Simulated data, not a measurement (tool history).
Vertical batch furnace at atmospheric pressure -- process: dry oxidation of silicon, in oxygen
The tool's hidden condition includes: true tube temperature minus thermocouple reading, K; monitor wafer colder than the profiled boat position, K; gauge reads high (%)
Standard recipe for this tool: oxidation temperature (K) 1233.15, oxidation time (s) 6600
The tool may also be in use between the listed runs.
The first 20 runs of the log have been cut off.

run	hour	oxidation temperature (K)	oxidation time (s)	wafers since the last listed run	hours since the last temperature calibration	hours since the boat lift was adjusted	hours since the gauge calibration	read-back reference wafer on the same gauge, thickness	oxide thickness on the monitor wafer (Å)
21	982.3	1233.15	4830	936	334.1	1837.9	194.6	47.09	449.1
22	1014.3	1214.15	7470	467	366.1	1869.9	226.6	47.09	503.9
23	1044.8	1242.15	6600	445	396.6	1900.4	257.1	47.12	599.2
24	1070.9	1248.15	8730	381	422.7	1926.5	283.2	47.08	759.2
25	1097.1	1233.15	6600	382	448.9	1952.7	309.4	47.13	556.9
26	1152.9	1233.15	6600	815	504.7	2008.5	365.2	47.09	556.1
27	1202.2	1247.15	4740	720	554	2057.8	414.5	47.13	492.7
28	1259.1	1248.15	8940	831	610.9	2114.7	471.4	47.04	778.2
# hour 1305.9: boat lift adjusted
29	1321.1	1252.15	9690	555	672.9	15.2	533.4	47.11	850

Run 30 comes next. What will it give?
30	1357.7	1214.15	7470	534	709.5	51.8	570	?	?

{"run 30": {"read-back reference wafer on the same gauge, thickness": 47.14, "oxide thickness on the monitor wafer (Å)": 502.6}}
On a tool with no hidden condition, and with the same random variation, this run would have come out at oxide thickness on the monitor wafer (Å) 502.6.
